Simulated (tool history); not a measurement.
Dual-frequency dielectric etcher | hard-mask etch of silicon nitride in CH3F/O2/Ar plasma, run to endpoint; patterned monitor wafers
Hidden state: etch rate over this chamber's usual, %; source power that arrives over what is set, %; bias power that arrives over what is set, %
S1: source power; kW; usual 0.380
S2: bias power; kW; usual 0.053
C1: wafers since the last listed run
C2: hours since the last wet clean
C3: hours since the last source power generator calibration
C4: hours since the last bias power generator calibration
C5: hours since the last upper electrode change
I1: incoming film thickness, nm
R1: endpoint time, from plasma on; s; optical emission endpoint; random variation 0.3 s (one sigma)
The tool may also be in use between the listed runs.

run 1 hour=0.0 | S1=0.380 S2=0.053 | C1=0 C2=0.5 C3=4019.3 C4=1767.4 C5=5116.7 | I1=28.36 | R1=46.4
run 2 hour=7.9 | S1=0.380 S2=0.053 | C1=109 C2=8.4 C3=4027.2 C4=1775.3 C5=5124.6 | I1=28.04 | R1=46.2
run 3 hour=28.1 | S1=0.380 S2=0.053 | C1=281 C2=28.6 C3=4047.4 C4=1795.5 C5=5144.8 | I1=27.52 | R1=44.6
run 4 hour=60.8 | S1=0.380 S2=0.053 | C1=454 C2=61.3 C3=4080.1 C4=1828.2 C5=5177.5 | I1=27.97 | R1=45.4
run 5 hour=92.8 | S1=0.340 S2=0.053 | C1=445 C2=93.3 C3=4112.1 C4=1860.2 C5=5209.5 | I1=28.05 | R1=48.1
run 6 hour=128.8 | S1=0.460 S2=0.053 | C1=500 C2=129.3 C3=4148.1 C4=1896.2 C5=5245.5 | I1=27.88 | R1=41.6
run 7 hour=162.2 | S1=0.380 S2=0.060 | C1=464 C2=162.7 C3=4181.5 C4=1929.6 C5=5278.9 | I1=28.00 | R1=43.4
run 8 hour=195.1 | S1=0.380 S2=0.060 | C1=457 C2=195.6 C3=4214.4 C4=1962.5 C5=5311.8 | I1=28.28 | R1=44.1
-- hour=224.0 bias power generator calibrated
run 9 hour=224.5 | S1=0.380 S2=0.053 | C1=353 C2=225.0 C3=4243.8 C4=0.5 C5=5341.2 | I1=27.71 | R1=44.5
run 10 hour=254.0 | S1=0.380 S2=0.053 | C1=410 C2=254.5 C3=4273.3 C4=30.0 C5=5370.7 | I1=27.71 | R1=44.4
run 11 hour=271.2 | S1=0.380 S2=0.053 | C1=239 C2=271.7 C3=4290.5 C4=47.2 C5=5387.9 | I1=28.15 | R1=44.7
run 12 hour=297.7 | S1=0.360 S2=0.053 | C1=368 C2=298.2 C3=4317.0 C4=73.7 C5=5414.4 | I1=27.68 | R1=45.5
run 13 hour=326.5 | S1=0.360 S2=0.053 | C1=400 C2=327.0 C3=4345.8 C4=102.5 C5=5443.2 | I1=27.81 | R1=45.3
run 14 hour=347.9 | S1=0.380 S2=0.053 | C1=297 C2=348.4 C3=4367.2 C4=123.9 C5=5464.6 | I1=27.63 | R1=44.0
run 15 hour=373.0 | S1=0.380 S2=0.053 | C1=349 C2=373.5 C3=4392.3 C4=149.0 C5=5489.7 | I1=28.17 | R1=44.7
run 16 hour=402.4 | S1=0.420 S2=0.057 | C1=409 C2=402.9 C3=4421.7 C4=178.4 C5=5519.1 | I1=27.91 | R1=41.0
-- hour=430.4 source power generator calibrated
run 17 hour=435.8 | S1=0.480 S2=0.053 | C1=409 C2=436.3 C3=5.4 C4=211.8 C5=5552.5 | I1=27.86 | R1=39.9
run 18 hour=461.0 | S1=0.290 S2=0.046 | C1=350 C2=461.5 C3=30.6 C4=237.0 C5=5577.7 | I1=28.36 | R1=53.0
run 19 hour=480.7 | S1=0.330 S2=0.053 | C1=274 C2=481.2 C3=50.3 C4=256.7 C5=5597.4 | I1=28.21 | R1=47.0
run 20 hour=515.5 | S1=0.380 S2=0.053 | C1=484 C2=516.0 C3=85.1 C4=291.5 C5=5632.2 | I1=27.98 | R1=43.9
run 21 hour=532.9 | S1=0.380 S2=0.053 | C1=242 C2=533.4 C3=102.5 C4=308.9 C5=5649.6 | I1=28.23 | R1=44.4
-- hour=565.2 upper electrode replaced
-- hour=575.0 wet clean of the chamber
run 22 hour=575.5 | S1=0.470 S2=0.043 | C1=122 C2=0.5 C3=145.1 C4=351.5 C5=10.3 | I1=28.16 | R1=43.8
run 23 hour=575.8 | S1=0.330 S2=0.063 | C1=4 C2=0.8 C3=145.4 C4=351.8 C5=10.6 | I1=27.88 | R1=47.4
run 24 hour=602.8 | S1=0.380 S2=0.053 | C1=375 C2=27.8 C3=172.4 C4=378.8 C5=37.6 | I1=28.14 | R1=45.9
run 25 hour=642.0 | S1=0.280 S2=0.041 | C1=545 C2=67.0 C3=211.6 C4=418.0 C5=76.8 | I1=27.95 | R1=56.0
run 26 hour=674.9 | S1=0.440 S2=0.058 | C1=457 C2=99.9 C3=244.5 C4=450.9 C5=109.7 | I1=28.22 | R1=41.8
run 27 hour=692.8 | S1=0.470 S2=0.064 | C1=249 C2=117.8 C3=262.4 C4=468.8 C5=127.6 | I1=27.75 | R1=39.0
run 28 hour=714.7 | S1=0.320 S2=0.061 | C1=304 C2=139.7 C3=284.3 C4=490.7 C5=149.5 | I1=28.40 | R1=48.5
run 29 hour=744.2 | S1=0.330 S2=0.043 | C1=410 C2=169.2 C3=313.8 C4=520.2 C5=179.0 | I1=28.02 | R1=50.5
run 30 hour=772.6 | S1=0.310 S2=0.053 | C1=395 C2=197.6 C3=342.2 C4=548.6 C5=207.4 | I1=28.32 | R1=50.3
run 31 hour=799.8 | S1=0.380 S2=0.053 | C1=378 C2=224.8 C3=369.4 C4=575.8 C5=234.6 | I1=28.05 | R1=44.9
run 32 hour=824.1 | S1=0.470 S2=0.063 | C1=338 C2=249.1 C3=393.7 C4=600.1 C5=258.9 | I1=28.10 | R1=39.3
run 33 hour=841.3 | S1=0.310 S2=0.042 | C1=239 C2=266.3 C3=410.9 C4=617.3 C5=276.1 | I1=27.82 | R1=51.5
run 34 hour=857.2 | S1=0.380 S2=0.049 | C1=221 C2=282.2 C3=426.8 C4=633.2 C5=292.0 | I1=27.96 | R1=45.7
run 35 hour=876.1 | S1=0.380 S2=0.057 | C1=262 C2=301.1 C3=445.7 C4=652.1 C5=310.9 | I1=28.02 | R1=43.5
run 36 hour=898.1 | S1=0.380 S2=0.046 | C1=306 C2=323.1 C3=467.7 C4=674.1 C5=332.9 | I1=28.17 | R1=46.4

The same runs without the tool's hidden state, with the same run-to-run variation:
run=1 R1=46.7
run=2 R1=46.5
run=3 R1=45.0
run=4 R1=45.9
run=5 R1=48.7
run=6 R1=42.3
run=7 R1=44.2
run=8 R1=45.0
run=9 R1=45.6
run=10 R1=45.5
run=11 R1=45.9
run=12 R1=46.8
run=13 R1=46.7
run=14 R1=45.4
run=15 R1=46.2
run=16 R1=42.5
run=17 R1=41.4
run=18 R1=55.2
run=19 R1=49.0
run=20 R1=45.8
run=21 R1=46.5
run=22 R1=44.0
run=23 R1=47.6
run=24 R1=46.1
run=25 R1=56.5
run=26 R1=42.3
run=27 R1=39.5
run=28 R1=49.2
run=29 R1=51.3
run=30 R1=51.3
run=31 R1=45.9
run=32 R1=40.2
run=33 R1=52.8
run=34 R1=46.9
run=35 R1=44.7
run=36 R1=47.8

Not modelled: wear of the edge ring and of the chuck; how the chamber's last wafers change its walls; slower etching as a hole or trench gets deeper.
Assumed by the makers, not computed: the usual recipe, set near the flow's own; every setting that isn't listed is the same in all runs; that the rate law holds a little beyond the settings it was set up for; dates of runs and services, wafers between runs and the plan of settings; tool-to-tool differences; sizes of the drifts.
